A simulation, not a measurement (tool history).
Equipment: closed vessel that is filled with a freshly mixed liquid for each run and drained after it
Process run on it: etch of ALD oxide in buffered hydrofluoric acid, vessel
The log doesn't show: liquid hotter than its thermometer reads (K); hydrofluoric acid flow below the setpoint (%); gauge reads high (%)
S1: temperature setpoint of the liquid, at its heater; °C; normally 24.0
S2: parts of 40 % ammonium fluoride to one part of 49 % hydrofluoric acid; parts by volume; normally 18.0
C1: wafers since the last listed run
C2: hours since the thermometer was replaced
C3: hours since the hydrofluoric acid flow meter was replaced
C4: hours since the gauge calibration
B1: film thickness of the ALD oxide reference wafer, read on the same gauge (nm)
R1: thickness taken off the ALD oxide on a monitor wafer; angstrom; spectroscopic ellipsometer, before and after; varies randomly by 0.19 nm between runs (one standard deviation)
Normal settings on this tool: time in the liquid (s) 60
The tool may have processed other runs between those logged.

Run 1, hour 0.0: usual settings; C1 0; C2 2237.4; C3 785.5; C4 1877.2; B1 140.00. Result: R1 455.7 angstrom.
Run 2, hour 35.2: usual settings; C1 2608; C2 2272.6; C3 820.7; C4 1912.4; B1 140.01. Result: R1 457.7 angstrom.
Run 3, hour 136.2: usual settings; C1 7485; C2 2373.6; C3 921.7; C4 2013.4; B1 140.00. Result: R1 457.5 angstrom.
Run 4, hour 195.6: usual settings; C1 4402; C2 2433.0; C3 981.1; C4 2072.8; B1 140.00. Result: R1 454.3 angstrom.
At hour 203.7: hydrofluoric acid flow meter replaced.
Run 5, hour 232.0: usual settings; C1 2623; C2 2469.4; C3 28.3; C4 2109.2; B1 140.01. Result: R1 457.4 angstrom.
Run 6, hour 297.3: usual settings; C1 4839; C2 2534.7; C3 93.6; C4 2174.5; B1 139.99. Result: R1 453.5 angstrom.
Run 7, hour 366.2: usual settings but time in the liquid (s) 75; C1 5106; C2 2603.6; C3 162.5; C4 2243.4; B1 139.99. Result: R1 575.7 angstrom.
Run 8, hour 393.6: usual settings but time in the liquid (s) 75; C1 2030; C2 2631.0; C3 189.9; C4 2270.8; B1 140.01. Result: R1 574.1 angstrom.
Run 9, hour 460.2: usual settings but time in the liquid (s) 75; C1 4936; C2 2697.6; C3 256.5; C4 2337.4; B1 139.99. Result: R1 571.7 angstrom.
At hour 538.4: thermometer replaced.
Run 10, hour 621.9: usual settings but S1 26.5 °C, time in the liquid (s) 80; C1 11910; C2 83.5; C3 418.2; C4 2499.1; B1 139.99. Result: R1 667.6 angstrom.
Run 11, hour 681.4: usual settings but S2 12.0 parts by volume, time in the liquid (s) 45; C1 4409; C2 143.0; C3 477.7; C4 2558.6; B1 140.00. Result: R1 493.0 angstrom.
Run 12, hour 727.2: usual settings but S2 11.5 parts by volume; C1 3394; C2 188.8; C3 523.5; C4 2604.4; B1 140.00. Result: R1 684.1 angstrom.
Run 13, hour 784.8: usual settings but S2 13.0 parts by volume; C1 4269; C2 246.4; C3 581.1; C4 2662.0; B1 140.01. Result: R1 607.2 angstrom.
Run 14, hour 830.2: usual settings but S1 21.0 °C, S2 23.0 parts by volume, time in the liquid (s) 35; C1 3364; C2 291.8; C3 626.5; C4 2707.4; B1 139.99. Result: R1 178.3 angstrom.
Run 15, hour 862.5: usual settings; C1 2393; C2 324.1; C3 658.8; C4 2739.7; B1 139.98. Result: R1 441.3 angstrom.
Run 16, hour 919.3: usual settings; C1 4209; C2 380.9; C3 715.6; C4 2796.5; B1 139.99. Result: R1 440.6 angstrom.
Run 17, hour 961.7: usual settings but S1 28.0 °C, S2 12.0 parts by volume, time in the liquid (s) 30; C1 3142; C2 423.3; C3 758.0; C4 2838.9; B1 140.00. Result: R1 408.3 angstrom.
Run 18, hour 1015.0: usual settings but S1 22.5 °C, S2 16.0 parts by volume, time in the liquid (s) 90; C1 3950; C2 476.6; C3 811.3; C4 2892.2; B1 140.00. Result: R1 685.3 angstrom.
At hour 1060.3: gauge calibrated.
Run 19, hour 1081.9: usual settings; C1 4958; C2 543.5; C3 878.2; C4 21.6; B1 140.00. Result: R1 441.4 angstrom.
Run 20, hour 1114.6: usual settings but S2 21.5 parts by volume; C1 2423; C2 576.2; C3 910.9; C4 54.3; B1 139.99. Result: R1 379.1 angstrom.
At hour 1124.0: hydrofluoric acid flow meter replaced.
Run 21, hour 1139.8: usual settings; C1 1793; C2 601.4; C3 15.8; C4 79.5; B1 140.01. Result: R1 441.1 angstrom.
Run 22, hour 1197.3: usual settings; C1 4261; C2 658.9; C3 73.3; C4 137.0; B1 139.98. Result: R1 442.2 angstrom.
Run 23, hour 1229.1: usual settings but S1 21.0 °C, S2 23.0 parts by volume, time in the liquid (s) 35; C1 2356; C2 690.7; C3 105.1; C4 168.8; B1 139.99. Result: R1 178.9 angstrom.
Run 24, hour 1291.5: usual settings but S1 20.0 °C, S2 11.5 parts by volume; C1 4624; C2 753.1; C3 167.5; C4 231.2; B1 139.98. Result: R1 553.1 angstrom.
Run 25, hour 1360.9: usual settings; C1 5143; C2 822.5; C3 236.9; C4 300.6; B1 139.99. Result: R1 445.4 angstrom.
Run 26, hour 1387.5: usual settings but S2 24.0 parts by volume, time in the liquid (s) 85; C1 1971; C2 849.1; C3 263.5; C4 327.2; B1 139.99. Result: R1 499.3 angstrom.

What will run 27 give?
Run 27, hour 1437.3: usual settings; C1 3690; C2 898.9; C3 313.3; C4 377.0; B1 ?. Result: R1 ?.

{"run 27": {"B1": 140.0, "R1": 443.5}}
Had the tool carried no hidden state, the very same run would have given R1 437.5 angstrom.
